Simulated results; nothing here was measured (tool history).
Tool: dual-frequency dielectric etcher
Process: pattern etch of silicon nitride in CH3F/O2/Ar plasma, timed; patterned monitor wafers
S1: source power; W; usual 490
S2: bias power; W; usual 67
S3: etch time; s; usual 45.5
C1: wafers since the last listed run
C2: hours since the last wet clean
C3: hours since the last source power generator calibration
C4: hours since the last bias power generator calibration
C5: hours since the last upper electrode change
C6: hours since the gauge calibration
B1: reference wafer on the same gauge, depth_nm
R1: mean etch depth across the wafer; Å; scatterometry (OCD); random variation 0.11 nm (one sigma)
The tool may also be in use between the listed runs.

run,hour,S1,S2,S3,C1,C2,C3,C4,C5,C6,B1,R1
1,0,490,67,45.5,0,136.8,4796.3,3203.9,4833.6,437.8,36.58,329.6
2,12.1,490,67,45.5,141,148.9,4808.4,3216,4845.7,449.9,36.6,330.6
3,38.6,490,67,45.5,308,175.4,4834.9,3242.5,4872.2,476.4,36.6,329.5
4,59.7,530,67,45.5,245,196.5,4856,3263.6,4893.3,497.5,36.59,339.6
5,76.5,490,67,45.5,195,213.3,4872.8,3280.4,4910.1,514.3,36.63,327.7
# hour 104.1: bias power generator calibrated
6,111.8,490,67,45.5,364,248.6,4908.1,7.7,4945.4,549.6,36.62,327.4
7,132.1,490,74,45.5,236,268.9,4928.4,28,4965.7,569.9,36.61,335.1
8,186.4,490,67,45.5,632,323.2,4982.7,82.3,5020,624.2,36.62,325.2
9,198.8,490,67,45.5,144,335.6,4995.1,94.7,5032.4,636.6,36.59,326.1
10,219,490,67,45.5,235,355.8,5015.3,114.9,5052.6,656.8,36.61,325.8
11,232.9,490,67,45.5,162,369.7,5029.2,128.8,5066.5,670.7,36.59,327.3
# hour 274.6: wet clean of the chamber
12,275.1,570,67,38,212,0.5,5071.4,171,5108.7,712.9,36.6,283.9
13,286.5,530,67,35,132,11.9,5082.8,182.4,5120.1,724.3,36.6,255
# hour 293.3: gauge calibrated
14,306.9,590,67,35.5,237,32.3,5103.2,202.8,5140.5,13.6,36.6,268.7
# hour 344.6: source power generator calibrated
15,350.7,600,81,33.5,463,76.1,6.1,246.6,5184.3,57.4,36.6,265.8
16,379.6,490,75,45.5,336,105,35,275.5,5213.2,86.3,36.62,327.4
17,412.2,430,56,33.5,379,137.6,67.6,308.1,5245.8,118.9,36.61,214
# hour 440: wet clean of the chamber, repeated, since the last time left the tool worse
18,478.4,540,55,42,491,38.4,133.8,374.3,5312,185.1,36.58,304
# hour 506.1: upper electrode replaced
19,507.6,430,56,33.5,60,67.6,163,403.5,1.5,214.3,36.62,222.6
20,526.8,380,79,51.5,223,86.8,182.2,422.7,20.7,233.5,36.59,353.3
21,553.5,490,67,45.5,311,113.5,208.9,449.4,47.4,260.2,36.59,331.1
22,578.4,490,57,45.5,290,138.4,233.8,474.3,72.3,285.1,36.57,318.1
23,594.4,490,75,34.5,186,154.4,249.8,490.3,88.3,301.1,36.58,255.6
24,610.4,450,83,53.5,186,170.4,265.8,506.3,104.3,317.1,36.58,395.3
25,635.7,400,55,54,294,195.7,291.1,531.6,129.6,342.4,36.6,345.3
26,670.3,490,83,41,403,230.3,325.7,566.2,164.2,377,36.61,312.5
27,705.6,490,67,45.5,411,265.6,361,601.5,199.5,412.3,36.59,327.9
28,732.3,490,74,35.5,311,292.3,387.7,628.2,226.2,439,36.59,261.1
29,748.2,600,67,34,185,308.2,403.6,644.1,242.1,454.9,36.6,263
# hour 776.2: wet clean of the chamber
30,776.7,600,77,45.5,52,0.5,432.1,672.6,270.6,483.4,36.62,370.5

The tool's hidden state at each run:
source power that arrives over what is set, %: 0 in every run
bias power that arrives over what is set, %: 0 in every run
gauge reads high (%): 0 in every run
H1: etch rate over this chamber's usual, %
run,H1
1,-0.822
2,-0.894
3,-1.05
4,-1.18
5,-1.28
6,-1.49
7,-1.61
8,-1.93
9,-2.01
10,-2.13
11,-2.21
12,-3.63
13,-3.69
14,-3.82
15,-4.08
16,-4.25
17,-4.44
18,-0.253
19,-0.427
20,-0.542
21,-0.701
22,-0.85
23,-0.945
24,-1.04
25,-1.19
26,-1.4
27,-1.61
28,-1.77
29,-1.86
30,0.0969
